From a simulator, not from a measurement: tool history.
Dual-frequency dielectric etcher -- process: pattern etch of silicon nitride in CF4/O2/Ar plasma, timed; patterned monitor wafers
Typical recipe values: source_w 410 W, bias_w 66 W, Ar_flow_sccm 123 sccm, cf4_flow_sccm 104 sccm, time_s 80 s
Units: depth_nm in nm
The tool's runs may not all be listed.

| run | day | source_w | bias_w | Ar_flow_sccm | cf4_flow_sccm | time_s | read-back reference wafer on the same gauge, depth_nm | depth_nm |
|---|---|---|---|---|---|---|---|---|
| 1 | 0 | 410 | 72 | 123 | 89 | 80 | 139.1 | 137 |
| 2 | 0.271 | 410 | 66 | 123 | 104 | 80 | 139.1 | 132.1 |
| 3 | 0.55 | 410 | 66 | 123 | 104 | 80 | 139.2 | 132.4 |
|  | 0.95 | CF4 flow controller replaced |
| 4 | 0.971 | 410 | 81 | 133 | 104 | 56.5 | 138.9 | 100.2 |
|  | 1.233 | gauge calibrated |
|  | 1.425 | bias power generator calibrated |
|  | 1.596 | Ar flow controller replaced |
| 5 | 1.617 | 410 | 66 | 123 | 104 | 80 | 139.3 | 132.6 |
| 6 | 1.979 | 410 | 66 | 109 | 104 | 103 | 138.8 | 173.7 |
| 7 | 2.425 | 350 | 61 | 123 | 92 | 80 | 139.1 | 111.8 |
|  | 3.867 | wet clean of the chamber |
| 8 | 3.888 | 450 | 60 | 123 | 127 | 80 | 139.1 | 144.2 |
| 9 | 3.904 | 410 | 66 | 123 | 104 | 80 | 139.1 | 137.5 |
| 10 | 3.954 | 410 | 53 | 92 | 104 | 80 | 139 | 132.4 |
| 11 | 4.492 | 410 | 66 | 149 | 104 | 62 | 139 | 103.5 |
| 12 | 5.075 | 410 | 76 | 123 | 97 | 80 | 139 | 144.6 |
| 13 | 5.696 | 480 | 66 | 103 | 104 | 100 | 139.1 | 199.5 |
| 14 | 6.171 | 410 | 66 | 123 | 104 | 80 | 138.9 | 137.7 |
| 15 | 6.638 | 410 | 62 | 123 | 125 | 80 | 139.1 | 136.1 |
| 16 | 6.896 | 410 | 66 | 123 | 79 | 80 | 139 | 134.5 |
| 17 | 7.179 | 410 | 74 | 123 | 104 | 80 | 138.8 | 143.1 |
| 18 | 7.483 | 410 | 75 | 97 | 104 | 97.5 | 139.3 | 179.1 |
| 19 | 7.842 | 410 | 66 | 123 | 104 | 80 | 139 | 136.5 |
| 20 | 8.538 | 410 | 66 | 123 | 104 | 80 | 139.2 | 135.9 |

Predict each of these 5 candidate next runs independently; none follows another, all start after run 20:
| A | 8.554 | 410 | 66 | 123 | 104 | 80 | ? | ? |
| B | 8.554 | 490 | 78 | 123 | 120 | 63.5 | ? | ? |
| C | 8.554 | 350 | 66 | 123 | 127 | 80 | ? | ? |
| D | 8.554 | 410 | 80 | 137 | 104 | 60.5 | ? | ? |
| E | 8.554 | 410 | 57 | 123 | 104 | 86 | ? | ? |

| run | read-back reference wafer on the same gauge, depth_nm | depth_nm |
|---|---|---|
| A | 139.2 | 136.5 |
| B | 139.2 | 134.8 |
| C | 139.2 | 122 |
| D | 139.2 | 109.6 |
| E | 139.2 | 138.8 |
What these runs would have given with no unlogged condition in the tool:
| run | depth_nm |
|---|---|
| A | 137.5 |
| B | 135.7 |
| C | 122.8 |
| D | 110.4 |
| E | 139.8 |
